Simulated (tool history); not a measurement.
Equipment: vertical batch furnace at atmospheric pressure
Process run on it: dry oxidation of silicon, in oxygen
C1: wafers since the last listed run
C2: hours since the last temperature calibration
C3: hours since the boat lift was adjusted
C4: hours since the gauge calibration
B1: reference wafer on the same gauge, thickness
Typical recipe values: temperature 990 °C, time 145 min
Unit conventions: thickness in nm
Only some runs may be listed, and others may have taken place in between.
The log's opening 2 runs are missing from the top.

{"run": 3, "hour": 65.0, "temperature": 990, "time": 145, "C1": 360, "C2": 2460.1, "C3": 3905.8, "C4": 433, "B1": 126.97, "thickness": 118.33}
{"run": 4, "hour": 98.6, "temperature": 990, "time": 145, "C1": 380, "C2": 2493.7, "C3": 3939.4, "C4": 466.6, "B1": 127.03, "thickness": 118.91}
{"run": 5, "hour": 117.7, "temperature": 990, "time": 145, "C1": 216, "C2": 2512.8, "C3": 3958.5, "C4": 485.7, "B1": 127.04, "thickness": 118.61}
{"run": 6, "hour": 139.5, "temperature": 990, "time": 145, "C1": 247, "C2": 2534.6, "C3": 3980.3, "C4": 507.5, "B1": 127.01, "thickness": 118.92}
{"run": 7, "hour": 164.3, "temperature": 990, "time": 145, "C1": 281, "C2": 2559.4, "C3": 4005.1, "C4": 532.3, "B1": 127.04, "thickness": 118.51}
{"run": 8, "hour": 199.7, "temperature": 990, "time": 145, "C1": 401, "C2": 2594.8, "C3": 4040.5, "C4": 567.7, "B1": 127.05, "thickness": 118.86}
{"hour": 225.4, "done": "boat lift adjusted"}
{"run": 9, "hour": 225.9, "temperature": 990, "time": 145, "C1": 24, "C2": 2621, "C3": 0.5, "C4": 593.9, "B1": 127.03, "thickness": 118.53}
{"run": 10, "hour": 231.8, "temperature": 990, "time": 145, "C1": 66, "C2": 2626.9, "C3": 6.4, "C4": 599.8, "B1": 126.99, "thickness": 118.73}
{"run": 11, "hour": 255.4, "temperature": 990, "time": 145, "C1": 267, "C2": 2650.5, "C3": 30, "C4": 623.4, "B1": 127.04, "thickness": 118.94}
{"run": 12, "hour": 278.6, "temperature": 990, "time": 145, "C1": 262, "C2": 2673.7, "C3": 53.2, "C4": 646.6, "B1": 126.95, "thickness": 118.78}
{"run": 13, "hour": 296.2, "temperature": 990, "time": 145, "C1": 199, "C2": 2691.3, "C3": 70.8, "C4": 664.2, "B1": 127, "thickness": 118.87}
{"run": 14, "hour": 312.8, "temperature": 990, "time": 145, "C1": 188, "C2": 2707.9, "C3": 87.4, "C4": 680.8, "B1": 127.03, "thickness": 119.03}
{"run": 15, "hour": 348.1, "temperature": 990, "time": 145, "C1": 399, "C2": 2743.2, "C3": 122.7, "C4": 716.1, "B1": 126.98, "thickness": 118.73}
{"run": 16, "hour": 364.2, "temperature": 978, "time": 214, "C1": 182, "C2": 2759.3, "C3": 138.8, "C4": 732.2, "B1": 127.05, "thickness": 140.45}
{"hour": 403.0, "done": "thermocouples replaced and temperature profile calibrated"}
{"run": 17, "hour": 403.5, "temperature": 1000, "time": 189.5, "C1": 173, "C2": 0.5, "C3": 178.1, "C4": 771.5, "B1": 127.01, "thickness": 146.23}
{"run": 18, "hour": 409.7, "temperature": 1000, "time": 189.5, "C1": 70, "C2": 6.7, "C3": 184.3, "C4": 777.7, "B1": 127, "thickness": 146.16}
{"hour": 423.2, "done": "gauge calibrated"}
{"run": 19, "hour": 435.1, "temperature": 1003, "time": 98, "C1": 287, "C2": 32.1, "C3": 209.7, "C4": 11.9, "B1": 127.04, "thickness": 98.38}
{"run": 20, "hour": 465.4, "temperature": 972, "time": 101, "C1": 343, "C2": 62.4, "C3": 240, "C4": 42.2, "B1": 126.94, "thickness": 80.39}
{"run": 21, "hour": 484.0, "temperature": 979, "time": 183.5, "C1": 210, "C2": 81, "C3": 258.6, "C4": 60.8, "B1": 126.99, "thickness": 124.47}
{"run": 22, "hour": 500.5, "temperature": 966, "time": 173, "C1": 186, "C2": 97.5, "C3": 275.1, "C4": 77.3, "B1": 127.04, "thickness": 109.48}
{"run": 23, "hour": 522.5, "temperature": 990, "time": 106, "C1": 249, "C2": 119.5, "C3": 297.1, "C4": 99.3, "B1": 127.01, "thickness": 94.66}
{"run": 24, "hour": 551.5, "temperature": 990, "time": 145, "C1": 328, "C2": 148.5, "C3": 326.1, "C4": 128.3, "B1": 126.99, "thickness": 115.73}
{"run": 25, "hour": 584.2, "temperature": 969, "time": 200, "C1": 370, "C2": 181.2, "C3": 358.8, "C4": 161, "B1": 127, "thickness": 123.14}
{"run": 26, "hour": 611.4, "temperature": 972, "time": 171.5, "C1": 308, "C2": 208.4, "C3": 386, "C4": 188.2, "B1": 126.94, "thickness": 114.04}
{"run": 27, "hour": 644.7, "temperature": 997, "time": 197.5, "C1": 377, "C2": 241.7, "C3": 419.3, "C4": 221.5, "B1": 126.98, "thickness": 147.55}

What will run 28 give?
{"run": 28, "hour": 676.5, "temperature": 967, "time": 81, "C1": 360, "C2": 273.5, "C3": 451.1, "C4": 253.3, "B1": "?", "thickness": "?"}

B1: 127.06
thickness: 66.78 nm
On a tool with no hidden condition, and with the same random variation, this run would have come out at thickness 66.13 nm.
